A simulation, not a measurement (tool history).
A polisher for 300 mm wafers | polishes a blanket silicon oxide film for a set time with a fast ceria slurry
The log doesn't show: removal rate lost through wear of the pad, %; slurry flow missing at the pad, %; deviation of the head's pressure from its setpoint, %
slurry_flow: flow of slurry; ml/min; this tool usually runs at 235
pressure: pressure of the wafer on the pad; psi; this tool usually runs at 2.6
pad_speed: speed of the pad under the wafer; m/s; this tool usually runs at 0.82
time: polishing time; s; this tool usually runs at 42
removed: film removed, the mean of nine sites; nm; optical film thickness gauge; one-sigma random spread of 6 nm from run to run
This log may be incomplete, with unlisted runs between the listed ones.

run,hour,slurry_flow,pressure,pad_speed,time,wafers since the last listed run,wafers polished on this pad,hours since the slurry nozzle was cleaned,hours since the head pressure was calibrated,"incoming thickness of the incoming film, nm",removed
1,0.0,235,2.6,0.82,42,0,1264,468.8,678.2,3732.0,530.1
# hour 16.7: slurry nozzle cleaned
2,45.1,235,2.6,0.82,42,301,1565,28.4,723.3,3734.4,530.5
3,86.2,235,2.6,0.82,42,281,1846,69.5,764.4,3828.1,534.9
4,121.2,235,2.6,0.82,42,239,2086,104.5,799.4,3788.9,528.0
# hour 159.6: worn pad replaced by a new one
5,160.1,280,2.1,0.82,42,238,3,143.4,838.3,3770.1,452.2
6,190.1,235,3.2,0.82,42,205,208,173.4,868.3,3838.6,651.5
7,239.2,235,3.2,0.82,42,335,544,222.5,917.4,3861.4,649.8
8,264.7,235,2.3,0.82,42,174,718,248.0,942.9,3781.1,490.6
# hour 281.9: head pressure recalibrated
9,291.0,235,2.3,0.82,42,166,885,274.3,9.1,3795.7,453.8
10,353.8,235,2.3,0.82,42,429,1314,337.1,71.9,3730.7,455.2
11,394.1,235,2.6,0.82,42,275,1590,377.4,112.2,3827.9,511.4
12,419.5,235,2.6,0.82,42,173,1764,402.8,137.6,3834.3,506.4
# hour 442.0: slurry nozzle cleaned
13,445.9,210,2.6,0.82,42,173,1937,3.9,164.0,3765.9,510.8
14,517.4,210,2.6,0.82,42,489,2427,75.4,235.5,3838.3,501.1
# hour 549.0: worn pad replaced by a new one
15,570.8,185,2.6,0.82,42,337,148,128.8,288.9,3811.1,514.1
16,608.7,185,2.6,0.82,42,259,408,166.7,326.8,3774.5,501.8
17,734.6,235,2.1,0.82,42,861,1269,292.6,452.7,3755.7,434.6
18,798.7,235,2.1,0.82,47,438,1708,356.7,516.8,3812.6,476.3
# hour 813.7: slurry nozzle cleaned
19,859.2,160,2.6,0.60,28,407,2115,45.5,577.3,3752.2,262.5
# hour 872.7: worn pad replaced by a new one
20,901.6,235,2.6,1.06,51,262,197,87.9,619.7,3805.7,835.7
21,952.3,235,2.6,0.82,42,346,544,138.6,670.4,3798.2,535.9
22,1015.8,195,2.6,0.58,32,434,979,202.1,733.9,3817.0,302.8
23,1081.7,235,1.8,0.82,46,450,1429,268.0,799.8,3882.8,434.8
24,1111.1,175,3.3,0.82,42,201,1631,297.4,829.2,3774.3,653.5
25,1213.9,180,3.3,0.82,28,703,2334,400.2,932.0,3783.8,443.3
# hour 1235.9: worn pad replaced by a new one
26,1260.8,270,1.8,0.62,48,293,170,447.1,978.9,3812.1,372.6
# hour 1280.4: slurry nozzle cleaned
27,1312.7,190,2.2,1.04,56,348,518,32.3,1030.8,3889.7,782.5
28,1371.6,310,2.6,1.00,42,402,921,91.2,1089.7,3847.2,679.0
# hour 1382.7: head pressure recalibrated
29,1421.2,235,2.6,0.56,54,325,1247,140.8,38.5,3785.6,467.2
30,1464.2,235,2.9,0.82,42,294,1541,183.8,81.5,3781.2,551.3
31,1534.1,235,2.6,0.82,42,478,2019,253.7,151.4,3763.7,494.4
# hour 1580.4: worn pad replaced by a new one
32,1593.5,270,3.1,0.82,42,379,89,313.1,210.8,3744.7,595.9
# hour 1688.9: slurry nozzle cleaned
33,1717.1,175,1.8,0.70,56,838,928,28.2,334.4,3865.7,415.9
34,1789.0,235,2.6,0.82,42,491,1420,100.1,406.3,3810.8,525.6

What was the tool's hidden state at every run in the log?
removal rate lost through wear of the pad, %: 0, the same for each run
slurry flow missing at the pad, %: 0, the same for each run
H1: deviation of the head's pressure from its setpoint, %
run,H1
1,7.84
2,8.38
3,8.88
4,9.3
5,9.77
6,10.1
7,10.7
8,11
9,1.95
10,2.7
11,3.19
12,3.5
13,3.82
14,4.68
15,5.33
16,5.78
17,7.31
18,8.08
19,8.81
20,9.32
21,9.94
22,10.7
23,11.5
24,11.9
25,13.1
26,13.7
27,14.3
28,15
29,1.69
30,2.21
31,3.05
32,3.77
33,5.26
34,6.13
